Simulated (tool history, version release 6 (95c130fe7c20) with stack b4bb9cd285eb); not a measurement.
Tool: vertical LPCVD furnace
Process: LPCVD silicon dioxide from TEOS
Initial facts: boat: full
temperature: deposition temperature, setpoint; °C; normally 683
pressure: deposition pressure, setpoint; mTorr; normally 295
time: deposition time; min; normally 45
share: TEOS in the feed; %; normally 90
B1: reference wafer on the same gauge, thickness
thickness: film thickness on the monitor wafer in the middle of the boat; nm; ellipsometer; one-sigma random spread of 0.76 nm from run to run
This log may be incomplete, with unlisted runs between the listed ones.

run 1 hour=0 | temperature=683 pressure=295 time=45 share=90 | B1=221.01 | thickness=246.79
run 2 hour=12.9 | temperature=683 pressure=295 time=45 share=90 | B1=220.86 | thickness=247.22
run 3 hour=30.1 | temperature=690 pressure=295 time=45 share=90 | B1=221.13 | thickness=292.79
run 4 hour=41.9 | temperature=683 pressure=295 time=45 share=90 | B1=220.6 | thickness=248.85
run 5 hour=48.5 | temperature=683 pressure=295 time=45 share=90 | B1=220.9 | thickness=249.57
run 6 hour=62.6 | temperature=683 pressure=295 time=45 share=90 | B1=221.18 | thickness=247.28
run 7 hour=70.4 | temperature=683 pressure=295 time=45 share=90 | B1=220.87 | thickness=249.34
-- hour=104 thermocouples replaced and temperature profile calibrated
run 8 hour=104.5 | temperature=683 pressure=295 time=45 share=90 | B1=220.72 | thickness=259.69
run 9 hour=108.6 | temperature=683 pressure=295 time=45 share=97 | B1=220.83 | thickness=269.85
run 10 hour=112.6 | temperature=683 pressure=295 time=45 share=90 | B1=220.83 | thickness=257.47
run 11 hour=116.7 | temperature=683 pressure=295 time=45 share=90 | B1=221.37 | thickness=258.69
run 12 hour=120.7 | temperature=683 pressure=295 time=45 share=90 | B1=221.13 | thickness=258.84
-- hour=124.6 gauge calibrated
run 13 hour=128.7 | temperature=692 pressure=295 time=45 share=97 | B1=221.16 | thickness=332.22
run 14 hour=140.9 | temperature=683 pressure=335 time=45 share=97 | B1=220.76 | thickness=287.33
run 15 hour=158.8 | temperature=683 pressure=295 time=45 share=90 | B1=221.3 | thickness=258.87
-- hour=186 pressure gauge zeroed
-- hour=199.1 TEOS flow controller replaced
-- hour=204.4 thermocouples replaced and temperature profile calibrated, repeated, since the last time left the tool worse
run 16 hour=204.9 | temperature=683 pressure=295 time=45 share=90 | B1=221.08 | thickness=231.02
run 17 hour=208.9 | temperature=692 pressure=295 time=63 share=90 | B1=221.39 | thickness=398.26
run 18 hour=213 | temperature=672 pressure=295 time=61 share=76 | B1=221.17 | thickness=219.97
run 19 hour=222.9 | temperature=691 pressure=225 time=31 share=97 | B1=220.89 | thickness=173.49
run 20 hour=236.4 | temperature=675 pressure=295 time=45 share=73 | B1=220.74 | thickness=170.99
run 21 hour=250.2 | temperature=683 pressure=230 time=45 share=97 | B1=220.95 | thickness=210.99
run 22 hour=260.4 | temperature=683 pressure=320 time=50.5 share=77 | B1=221.11 | thickness=249.78
run 23 hour=275.6 | temperature=683 pressure=295 time=45 share=90 | B1=221.18 | thickness=232.26
run 24 hour=282.5 | temperature=674 pressure=295 time=36.5 share=90 | B1=221.18 | thickness=150.21
run 25 hour=290.9 | temperature=683 pressure=295 time=45 share=90 | B1=221.13 | thickness=231.99
run 26 hour=308 | temperature=683 pressure=315 time=36 share=90 | B1=220.72 | thickness=189.9
run 27 hour=316.7 | temperature=676 pressure=360 time=31.5 share=77 | B1=221.14 | thickness=139.1
run 28 hour=323.5 | temperature=683 pressure=295 time=45 share=90 | B1=220.59 | thickness=231.73
run 29 hour=333.5 | temperature=677 pressure=240 time=30 share=90 | B1=220.88 | thickness=120.27
run 30 hour=340 | temperature=687 pressure=295 time=51.5 share=75 | B1=220.97 | thickness=264.98

Hidden state or all else? Some run-to-run changes of thickness, split into what the settings, what came in and random variation would give without the hidden state, and what is left for the hidden state (with any gauge scatter that isn't in both results):
Hidden conditions of the tool in this case: true tube temperature minus thermocouple reading, K; true pressure minus gauge reading, mTorr; deviation of the TEOS flow from its setpoint, %; gauge reads high (%).
Run 7 -> 8: thermocouples replaced and temperature profile calibrated. thickness +10.35 nm: hidden state +10.05, all else +0.3.
Run 12 -> 13: temperature 683 -> 692, share 90 -> 97, gauge calibrated. thickness +73.38 nm: hidden state +7.91, all else +65.47.
Run 15 -> 16: pressure gauge zeroed, TEOS flow controller replaced, thermocouples replaced and temperature profile calibrated, repeated, since the last time left the tool worse. thickness -27.85 nm: hidden state -28.62, all else +0.77.
Run 16 -> 17: temperature 683 -> 692, time 45 -> 63. thickness +167.24 nm: hidden state +1.18, all else +166.06.
Run 17 -> 18: temperature 692 -> 672, time 63 -> 61, share 90 -> 76. thickness -178.29 nm: hidden state -1.21, all else -177.08.
Run 29 -> 30: temperature 677 -> 687, pressure 240 -> 295, time 30 -> 51.5, share 90 -> 75. thickness +144.71 nm: hidden state +1.08, all else +143.63.
